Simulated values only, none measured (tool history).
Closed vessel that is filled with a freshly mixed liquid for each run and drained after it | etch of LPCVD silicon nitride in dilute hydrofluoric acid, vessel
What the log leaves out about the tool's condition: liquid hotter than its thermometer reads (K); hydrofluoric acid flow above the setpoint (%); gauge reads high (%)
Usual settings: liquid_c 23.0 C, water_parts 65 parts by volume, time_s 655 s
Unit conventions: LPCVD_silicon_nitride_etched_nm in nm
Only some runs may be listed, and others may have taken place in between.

| run | hour | liquid_c | water_parts | time_s | wafers since the last listed run | hours since the thermometer was replaced | hours since the hydrofluoric acid flow meter was replaced | hours since the gauge calibration | read-back film thickness of the LPCVD silicon nitride reference wafer, read on the same gauge (nm) | LPCVD_silicon_nitride_etched_nm |
|---|---|---|---|---|---|---|---|---|---|---|
| 1 | 0.0 | 23.0 | 65 | 655 | 0 | 687.6 | 298.1 | 846.7 | 130.000 | 5.047 |
| 2 | 35.5 | 23.0 | 65 | 655 | 2704 | 723.1 | 333.6 | 882.2 | 130.044 | 4.999 |
| 3 | 58.8 | 23.0 | 65 | 655 | 1775 | 746.4 | 356.9 | 905.5 | 130.025 | 5.026 |
| 4 | 85.6 | 23.0 | 65 | 655 | 2042 | 773.2 | 383.7 | 932.3 | 130.000 | 5.078 |
| 5 | 114.2 | 21.5 | 65 | 655 | 2179 | 801.8 | 412.3 | 960.9 | 130.017 | 4.587 |
| 6 | 131.2 | 21.5 | 65 | 655 | 1295 | 818.8 | 429.3 | 977.9 | 130.038 | 4.612 |
| 7 | 150.4 | 23.0 | 65 | 525 | 1462 | 838.0 | 448.5 | 997.1 | 129.974 | 4.064 |
| 8 | 180.0 | 23.0 | 65 | 655 | 2255 | 867.6 | 478.1 | 1026.7 | 130.027 | 5.074 |
|  | 181.3 | gauge calibrated |
| 9 | 195.5 | 23.0 | 65 | 655 | 1181 | 883.1 | 493.6 | 14.2 | 129.929 | 5.105 |
| 10 | 208.0 | 23.0 | 65 | 655 | 952 | 895.6 | 506.1 | 26.7 | 129.988 | 5.123 |
| 11 | 242.5 | 23.0 | 90 | 430 | 2628 | 930.1 | 540.6 | 61.2 | 130.012 | 2.446 |
| 12 | 272.9 | 27.5 | 80 | 940 | 2316 | 960.5 | 571.0 | 91.6 | 129.967 | 8.130 |
| 13 | 286.8 | 23.0 | 65 | 655 | 1059 | 974.4 | 584.9 | 105.5 | 130.021 | 5.155 |
|  | 301.8 | thermometer replaced |
| 14 | 304.5 | 23.0 | 65 | 415 | 1272 | 2.7 | 602.6 | 123.2 | 130.018 | 3.235 |
| 15 | 322.9 | 23.0 | 45 | 655 | 1402 | 21.1 | 621.0 | 141.6 | 129.988 | 7.382 |
| 16 | 354.4 | 23.0 | 65 | 655 | 2400 | 52.6 | 652.5 | 173.1 | 130.016 | 5.204 |
| 17 | 366.6 | 23.0 | 95 | 655 | 929 | 64.8 | 664.7 | 185.3 | 130.017 | 3.541 |
|  | 378.1 | hydrofluoric acid flow meter replaced |
| 18 | 400.7 | 27.5 | 85 | 655 | 2522 | 98.9 | 22.6 | 219.4 | 130.009 | 5.112 |
| 19 | 429.3 | 23.0 | 65 | 410 | 2179 | 127.5 | 51.2 | 248.0 | 130.007 | 3.124 |
| 20 | 442.2 | 26.0 | 80 | 825 | 982 | 140.4 | 64.1 | 260.9 | 130.048 | 6.157 |
| 21 | 456.5 | 23.0 | 40 | 525 | 1089 | 154.7 | 78.4 | 275.2 | 130.032 | 6.451 |
| 22 | 469.6 | 25.0 | 45 | 995 | 998 | 167.8 | 91.5 | 288.3 | 130.010 | 12.333 |
| 23 | 487.8 | 26.5 | 65 | 830 | 1386 | 186.0 | 109.7 | 306.5 | 129.947 | 7.956 |
| 24 | 520.3 | 23.0 | 40 | 525 | 2476 | 218.5 | 142.2 | 339.0 | 129.987 | 6.399 |
| 25 | 545.7 | 23.0 | 40 | 1000 | 1935 | 243.9 | 167.6 | 364.4 | 129.975 | 12.228 |
| 26 | 646.0 | 21.0 | 40 | 755 | 7642 | 344.2 | 267.9 | 464.7 | 129.966 | 8.108 |
| 27 | 666.1 | 23.0 | 65 | 850 | 1531 | 364.3 | 288.0 | 484.8 | 129.980 | 6.498 |
| 28 | 699.4 | 26.0 | 65 | 655 | 2537 | 397.6 | 321.3 | 518.1 | 130.041 | 6.120 |
| 29 | 771.2 | 23.0 | 65 | 655 | 5470 | 469.4 | 393.1 | 589.9 | 129.992 | 5.069 |
| 30 | 787.1 | 18.5 | 65 | 320 | 1211 | 485.3 | 409.0 | 605.8 | 130.020 | 1.803 |
| 31 | 807.7 | 27.5 | 95 | 375 | 1569 | 505.9 | 429.6 | 626.4 | 129.980 | 2.677 |
| 32 | 867.6 | 23.0 | 65 | 655 | 4564 | 565.8 | 489.5 | 686.3 | 130.014 | 5.117 |
| 33 | 885.4 | 23.0 | 65 | 885 | 1356 | 583.6 | 507.3 | 704.1 | 129.980 | 6.914 |

Results per run with the tool's hidden condition removed, run-to-run variation unchanged:
| run | LPCVD_silicon_nitride_etched_nm |
|---|---|
| 1 | 4.929 |
| 2 | 4.870 |
| 3 | 4.888 |
| 4 | 4.930 |
| 5 | 4.444 |
| 6 | 4.463 |
| 7 | 3.927 |
| 8 | 4.893 |
| 9 | 4.918 |
| 10 | 4.930 |
| 11 | 2.349 |
| 12 | 7.784 |
| 13 | 4.934 |
| 14 | 3.093 |
| 15 | 7.051 |
| 16 | 4.958 |
| 17 | 3.370 |
| 18 | 5.088 |
| 19 | 3.104 |
| 20 | 6.110 |
| 21 | 6.396 |
| 22 | 12.218 |
| 23 | 7.870 |
| 24 | 6.316 |
| 25 | 12.050 |
| 26 | 7.933 |
| 27 | 6.347 |
| 28 | 5.963 |
| 29 | 4.915 |
| 30 | 1.746 |
| 31 | 2.587 |
| 32 | 4.928 |
| 33 | 6.651 |
